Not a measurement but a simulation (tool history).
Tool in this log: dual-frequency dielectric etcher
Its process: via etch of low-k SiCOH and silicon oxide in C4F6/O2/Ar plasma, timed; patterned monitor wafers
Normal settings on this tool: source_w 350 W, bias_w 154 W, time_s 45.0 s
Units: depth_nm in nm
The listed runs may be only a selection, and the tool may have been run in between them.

run,hour,source_w,bias_w,time_s,"read-back reference wafer on the same gauge, depth_nm",depth_nm
1,0.0,350,154,45.0,92.1,101.4
# hour 60.4: wet clean of the chamber
2,60.9,350,154,45.0,92.0,104.5
3,73.1,350,154,45.0,92.0,103.9
4,117.5,370,154,45.0,91.9,105.5
5,182.2,370,154,45.0,92.1,105.4
6,251.1,370,154,45.0,92.0,104.8
7,289.1,350,154,45.0,92.0,102.3
8,330.2,410,116,36.0,92.0,78.9
9,391.1,350,154,45.0,92.1,101.3
# hour 433.0: source power generator calibrated
# hour 447.9: upper electrode replaced
10,452.3,350,154,45.0,92.0,101.4
# hour 487.9: bias power generator calibrated
# hour 530.2: gauge calibrated
# hour 537.6: wet clean of the chamber
11,538.1,310,175,45.0,92.0,104.7
12,567.5,290,190,45.0,91.9,104.7
13,607.7,280,154,52.0,92.0,111.6
14,672.9,350,129,34.5,91.9,75.3

4 options for the next run, each taken on its own from the tool as it stands now. Forecast them:
A,673.3,350,188,45.0,?,?
B,673.3,350,154,57.0,?,?
C,673.3,430,154,45.0,?,?
D,673.3,350,119,40.5,?,?

run,"read-back reference wafer on the same gauge, depth_nm",depth_nm
A,92.1,110.3
B,92.1,130.7
C,92.1,110.9
D,92.1,85.5
Take away the tool's hidden state, keep each run's random variation, and the runs would have read:
run,depth_nm
A,111.2
B,131.7
C,111.8
D,86.1
